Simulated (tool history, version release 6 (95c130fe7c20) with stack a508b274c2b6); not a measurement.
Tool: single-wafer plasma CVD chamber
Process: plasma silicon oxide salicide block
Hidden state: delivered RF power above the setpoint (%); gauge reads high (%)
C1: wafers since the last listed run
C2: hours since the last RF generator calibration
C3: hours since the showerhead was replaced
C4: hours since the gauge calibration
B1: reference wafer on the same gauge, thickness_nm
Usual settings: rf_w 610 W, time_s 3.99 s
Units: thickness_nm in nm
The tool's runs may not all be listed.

run 1 hour=0.0 | rf_w=610 time_s=4.56 | C1=0 C2=481.1 C3=1010.0 C4=1315.9 | B1=46.907 | thickness_nm=46.295
run 2 hour=32.3 | rf_w=610 time_s=4.56 | C1=1085 C2=513.4 C3=1042.3 C4=1348.2 | B1=46.944 | thickness_nm=46.187
run 3 hour=85.6 | rf_w=610 time_s=3.99 | C1=1790 C2=566.7 C3=1095.6 C4=1401.5 | B1=46.932 | thickness_nm=40.630
run 4 hour=126.1 | rf_w=610 time_s=3.99 | C1=1360 C2=607.2 C3=1136.1 C4=1442.0 | B1=46.825 | thickness_nm=40.505
run 5 hour=162.0 | rf_w=575 time_s=3.99 | C1=1206 C2=643.1 C3=1172.0 C4=1477.9 | B1=46.789 | thickness_nm=39.829
run 6 hour=189.4 | rf_w=575 time_s=3.99 | C1=920 C2=670.5 C3=1199.4 C4=1505.3 | B1=46.675 | thickness_nm=39.728
run 7 hour=249.4 | rf_w=575 time_s=3.99 | C1=2015 C2=730.5 C3=1259.4 C4=1565.3 | B1=46.678 | thickness_nm=39.078
run 8 hour=308.4 | rf_w=610 time_s=3.52 | C1=1982 C2=789.5 C3=1318.4 C4=1624.3 | B1=46.664 | thickness_nm=35.751
run 9 hour=379.9 | rf_w=610 time_s=3.52 | C1=2402 C2=861.0 C3=1389.9 C4=1695.8 | B1=46.612 | thickness_nm=35.480
run 10 hour=467.4 | rf_w=610 time_s=3.52 | C1=2939 C2=948.5 C3=1477.4 C4=1783.3 | B1=46.505 | thickness_nm=35.464
run 11 hour=533.2 | rf_w=610 time_s=3.99 | C1=2210 C2=1014.3 C3=1543.2 C4=1849.1 | B1=46.523 | thickness_nm=40.167
run 12 hour=597.7 | rf_w=610 time_s=3.99 | C1=2167 C2=1078.8 C3=1607.7 C4=1913.6 | B1=46.379 | thickness_nm=40.268
run 13 hour=648.1 | rf_w=610 time_s=3.99 | C1=1693 C2=1129.2 C3=1658.1 C4=1964.0 | B1=46.329 | thickness_nm=40.539
run 14 hour=718.0 | rf_w=610 time_s=4.52 | C1=2348 C2=1199.1 C3=1728.0 C4=2033.9 | B1=46.187 | thickness_nm=45.208
run 15 hour=909.2 | rf_w=610 time_s=4.52 | C1=6423 C2=1390.3 C3=1919.2 C4=2225.1 | B1=46.161 | thickness_nm=44.840
run 16 hour=941.0 | rf_w=610 time_s=4.52 | C1=1068 C2=1422.1 C3=1951.0 C4=2256.9 | B1=46.051 | thickness_nm=45.242
run 17 hour=981.3 | rf_w=610 time_s=3.99 | C1=1353 C2=1462.4 C3=1991.3 C4=2297.2 | B1=46.022 | thickness_nm=39.781
-- hour=1001.7 gauge calibrated
run 18 hour=1034.8 | rf_w=585 time_s=4.34 | C1=1797 C2=1515.9 C3=2044.8 C4=33.1 | B1=47.986 | thickness_nm=44.392
run 19 hour=1072.7 | rf_w=670 time_s=4.63 | C1=1273 C2=1553.8 C3=2082.7 C4=71.0 | B1=47.907 | thickness_nm=50.106
run 20 hour=1100.6 | rf_w=610 time_s=4.52 | C1=937 C2=1581.7 C3=2110.6 C4=98.9 | B1=47.949 | thickness_nm=47.371
run 21 hour=1138.5 | rf_w=610 time_s=4.52 | C1=1273 C2=1619.6 C3=2148.5 C4=136.8 | B1=47.885 | thickness_nm=47.020
-- hour=1183.1 RF generator calibrated
run 22 hour=1201.3 | rf_w=500 time_s=4.66 | C1=1841 C2=18.2 C3=2211.3 C4=199.6 | B1=47.896 | thickness_nm=44.016
run 23 hour=1229.8 | rf_w=610 time_s=3.99 | C1=957 C2=46.7 C3=2239.8 C4=228.1 | B1=47.790 | thickness_nm=41.131
run 24 hour=1283.0 | rf_w=610 time_s=3.99 | C1=1787 C2=99.9 C3=2293.0 C4=281.3 | B1=47.731 | thickness_nm=41.566
run 25 hour=1334.4 | rf_w=525 time_s=4.40 | C1=1726 C2=151.3 C3=2344.4 C4=332.7 | B1=47.756 | thickness_nm=42.621
run 26 hour=1380.9 | rf_w=530 time_s=3.71 | C1=1562 C2=197.8 C3=2390.9 C4=379.2 | B1=47.715 | thickness_nm=36.051
run 27 hour=1439.7 | rf_w=610 time_s=3.99 | C1=1975 C2=256.6 C3=2449.7 C4=438.0 | B1=47.707 | thickness_nm=41.587
run 28 hour=1497.1 | rf_w=520 time_s=3.99 | C1=1928 C2=314.0 C3=2507.1 C4=495.4 | B1=47.600 | thickness_nm=38.364
run 29 hour=1555.2 | rf_w=705 time_s=4.31 | C1=1951 C2=372.1 C3=2565.2 C4=553.5 | B1=47.493 | thickness_nm=46.798
-- hour=1563.7 showerhead replaced
run 30 hour=1602.7 | rf_w=610 time_s=4.61 | C1=1327 C2=419.6 C3=39.0 C4=601.0 | B1=47.479 | thickness_nm=47.695
run 31 hour=1638.8 | rf_w=670 time_s=4.48 | C1=1212 C2=455.7 C3=75.1 C4=637.1 | B1=47.349 | thickness_nm=47.931
run 32 hour=1699.6 | rf_w=610 time_s=3.99 | C1=2042 C2=516.5 C3=135.9 C4=697.9 | B1=47.352 | thickness_nm=41.070
run 33 hour=1756.1 | rf_w=670 time_s=4.22 | C1=1898 C2=573.0 C3=192.4 C4=754.4 | B1=47.283 | thickness_nm=44.849
run 34 hour=1800.2 | rf_w=530 time_s=4.57 | C1=1481 C2=617.1 C3=236.5 C4=798.5 | B1=47.315 | thickness_nm=44.125
run 35 hour=1871.3 | rf_w=700 time_s=3.99 | C1=2388 C2=688.2 C3=307.6 C4=869.6 | B1=47.291 | thickness_nm=43.222
run 36 hour=2050.0 | rf_w=675 time_s=4.26 | C1=6003 C2=866.9 C3=486.3 C4=1048.3 | B1=47.038 | thickness_nm=45.276
run 37 hour=2119.3 | rf_w=495 time_s=4.20 | C1=2328 C2=936.2 C3=555.6 C4=1117.6 | B1=47.054 | thickness_nm=39.000

Forecast each of these 3 alternatives for the next run:
run A hour=2119.7 | rf_w=610 time_s=4.33 | C1=13 C2=936.6 C3=556.0 C4=1118.0 | B1=? | thickness_nm=?
run B hour=2119.7 | rf_w=515 time_s=3.49 | C1=13 C2=936.6 C3=556.0 C4=1118.0 | B1=? | thickness_nm=?
run C hour=2119.7 | rf_w=680 time_s=3.57 | C1=13 C2=936.6 C3=556.0 C4=1118.0 | B1=? | thickness_nm=?

run=A B1=46.918 thickness_nm=44.272
run=B B1=46.918 thickness_nm=33.128
run=C B1=46.918 thickness_nm=38.179
Without the tool's hidden state the same runs would have given:
run=A thickness_nm=45.338
run=B thickness_nm=33.926
run=C thickness_nm=39.099

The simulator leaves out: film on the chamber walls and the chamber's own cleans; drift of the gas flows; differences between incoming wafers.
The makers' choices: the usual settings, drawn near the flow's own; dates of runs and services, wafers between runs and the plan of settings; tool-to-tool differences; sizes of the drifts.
